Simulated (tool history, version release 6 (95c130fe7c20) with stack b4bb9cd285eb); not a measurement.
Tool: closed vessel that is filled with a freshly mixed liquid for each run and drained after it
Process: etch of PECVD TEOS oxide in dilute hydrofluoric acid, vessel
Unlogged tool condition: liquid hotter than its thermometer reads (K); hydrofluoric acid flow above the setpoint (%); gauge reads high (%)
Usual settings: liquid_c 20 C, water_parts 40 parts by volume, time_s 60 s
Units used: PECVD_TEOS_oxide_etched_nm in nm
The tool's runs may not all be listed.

run,day,liquid_c,water_parts,time_s,wafers since the last listed run,hours since the thermometer was replaced,hours since the hydrofluoric acid flow meter was replaced,hours since the gauge calibration,"read-back film thickness of the PECVD TEOS oxide reference wafer, read on the same gauge (nm)",PECVD_TEOS_oxide_etched_nm
1,0,20,40,60,0,1834.9,1054.1,205.6,79.97,25.56
2,1.246,20,40,60,2977,1864.8,1084,235.5,80.01,25.5
3,2.717,20,40,60,3515,1900.1,1119.3,270.8,80,25.74
4,3.742,20,40,60,2449,1924.7,1143.9,295.4,79.97,25.19
5,4.733,20,40,60,2369,1948.5,1167.7,319.2,79.98,25.11
6,5.775,20,40,60,2489,1973.5,1192.7,344.2,80.01,25.09
7,6.321,22,40,60,1304,1986.6,1205.8,357.3,80.03,27.68
8,7.229,22,40,60,2170,2008.4,1227.6,379.1,79.97,27.17
9,8.083,20,40,60,2041,2028.9,1248.1,399.6,80.02,25.33
10,9.404,20,40,60,3156,2060.6,1279.8,431.3,79.96,25.82
11,9.929,24.5,40,60,1254,2073.2,1292.4,443.9,80,30.4
12,14.238,20,40,60,10296,2176.6,1395.8,547.3,80,25.22
13,15.267,20,40,60,2459,2201.3,1420.5,572,80.02,24.96
14,16.754,20,40,60,3554,2237,1456.2,607.7,80.01,25.34
15,17.912,23,30,80,2768,2264.8,1484,635.5,79.96,51.84
# day 18: gauge calibrated
16,18.558,20,50,40,1543,2280.3,1499.5,13.4,80,13.28
17,19.912,20,40,60,3236,2312.8,1532,45.9,80.04,25.54
18,20.771,20,45,60,2051,2333.4,1552.6,66.5,80.04,22.65
# day 21.854: hydrofluoric acid flow meter replaced
19,22.046,20,40,60,2947,2364,4.6,97.1,79.95,25.05
20,23.321,21.5,40,80,3047,2394.6,35.2,127.7,80.01,35.7
# day 23.442: thermometer replaced
21,23.871,20,50,60,1214,10.3,48.4,140.9,80.06,19.91
22,24.929,20,30,60,2529,35.7,73.8,166.3,80.01,33.82
23,26.167,20,40,60,2957,65.4,103.5,196,80.01,25.46
24,26.817,22.5,20,95,1553,81,119.1,211.6,80.01,92.32
25,27.646,18.5,55,35,1981,100.9,139,231.5,79.98,9.94
26,28.412,20,40,60,1832,119.3,157.4,249.9,79.94,25.57
27,29.196,23,20,95,1872,138.1,176.2,268.7,80.04,93.74
28,30.333,20,40,35,2718,165.4,203.5,296,79.96,14.97
29,31.758,23,55,45,3405,199.6,237.7,330.2,80,15.33
30,32.529,20,40,60,1842,218.1,256.2,348.7,79.99,25.3
31,33.7,17,50,60,2798,246.2,284.3,376.8,80.07,17.56
32,34.808,23,40,30,2648,272.8,310.9,403.4,80.03,14.5

Alternative continuations, all from the tool just after run 32; predict every row:
A,34.838,20,40,60,69,273.5,311.6,404.1,?,?
B,34.838,24,40,85,69,273.5,311.6,404.1,?,?
C,34.838,17,40,50,69,273.5,311.6,404.1,?,?
D,34.838,23,25,60,69,273.5,311.6,404.1,?,?
E,34.838,17,30,85,69,273.5,311.6,404.1,?,?

run,"read-back film thickness of the PECVD TEOS oxide reference wafer, read on the same gauge (nm)",PECVD_TEOS_oxide_etched_nm
A,80.06,25.48
B,80.06,42.72
C,80.06,18.65
D,80.06,47.2
E,80.06,42.74
The same runs, with their run-to-run variation unchanged, on a tool lacking any hidden condition would have given:
run,PECVD_TEOS_oxide_etched_nm
A,25.48
B,42.72
C,18.65
D,47.2
E,42.74
